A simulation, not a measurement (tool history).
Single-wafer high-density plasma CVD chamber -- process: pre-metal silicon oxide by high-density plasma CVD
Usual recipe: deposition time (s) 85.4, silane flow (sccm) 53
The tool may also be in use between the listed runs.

run,hour,deposition time (s),silane flow (sccm),wafers since the last listed run,hours since the silane flow controller was replaced,hours since the gauge calibration,"read-back reference wafer on the same gauge, thickness_nm",mean film thickness on the monitor wafer (Å)
1,0.0,85.4,53,0,3477.1,423.2,511.971,4747.99
2,60.1,85.4,53,1004,3537.2,483.3,511.885,4765.96
3,110.8,85.4,53,847,3587.9,534.0,512.126,4742.26
4,147.1,85.4,53,606,3624.2,570.3,512.030,4755.52
# hour 184.2: gauge calibrated
5,193.6,93.3,53,777,3670.7,9.4,511.862,5180.52
6,233.4,93.3,53,665,3710.5,49.2,512.125,5181.04
7,287.1,89.6,53,897,3764.2,102.9,512.165,4999.90
8,312.6,85.4,45,426,3789.7,128.4,511.757,4047.14
9,349.3,85.4,45,613,3826.4,165.1,512.006,4049.85
10,376.1,85.4,53,448,3853.2,191.9,511.832,4760.60
11,415.7,85.4,56,661,3892.8,231.5,511.906,5022.02
12,476.1,85.4,56,1009,3953.2,291.9,511.739,5032.47
13,508.3,94.3,47,538,3985.4,324.1,512.120,4657.26
14,577.7,85.4,62,1160,4054.8,393.5,511.840,5575.79
15,602.5,73.6,53,414,4079.6,418.3,511.662,4097.24
16,671.2,85.4,53,1148,4148.3,487.0,512.208,4760.46
# hour 721.4: gauge calibrated
17,740.3,85.4,45,1155,4217.4,18.9,512.032,4049.02
18,774.8,73.4,53,576,4251.9,53.4,511.877,4108.14
19,835.8,85.4,53,1019,4312.9,114.4,512.291,4759.42
# hour 847.5: silane flow controller replaced
20,877.9,85.4,62,570,30.4,156.5,511.658,5179.85
21,938.9,100.3,48,1019,91.4,217.5,511.984,4746.76
22,964.0,94.7,57,419,116.5,242.6,512.065,5310.80
23,1010.2,85.4,53,772,162.7,288.8,512.271,4448.74
24,1055.9,92.1,58,763,208.4,334.5,512.025,5296.84
25,1106.9,69.7,56,852,259.4,385.5,512.069,3866.00

A few steps of mean film thickness on the monitor wafer (Å) between consecutive runs. Split each: what settings, incoming material and random variation would produce without the hidden state, and what is left over for the hidden state, along with gauge scatter present in only one of the two compared results (measured, and without hidden state):
Hidden state present: delivered silane flow above the setpoint (%); gauge reads high (%).
Run 14 -> 15: deposition time (s) 85.4 -> 73.6, silane flow (sccm) 62 -> 53. mean film thickness on the monitor wafer (Å) -1478.55: hidden state -98.11, all else -1380.44.
Run 19 -> 20: silane flow (sccm) 53 -> 62, silane flow controller replaced. mean film thickness on the monitor wafer (Å) +420.43: hidden state -320.01, all else +740.44.
Run 24 -> 25: deposition time (s) 92.1 -> 69.7, silane flow (sccm) 58 -> 56. mean film thickness on the monitor wafer (Å) -1430.84: hidden state -2.56, all else -1428.28.

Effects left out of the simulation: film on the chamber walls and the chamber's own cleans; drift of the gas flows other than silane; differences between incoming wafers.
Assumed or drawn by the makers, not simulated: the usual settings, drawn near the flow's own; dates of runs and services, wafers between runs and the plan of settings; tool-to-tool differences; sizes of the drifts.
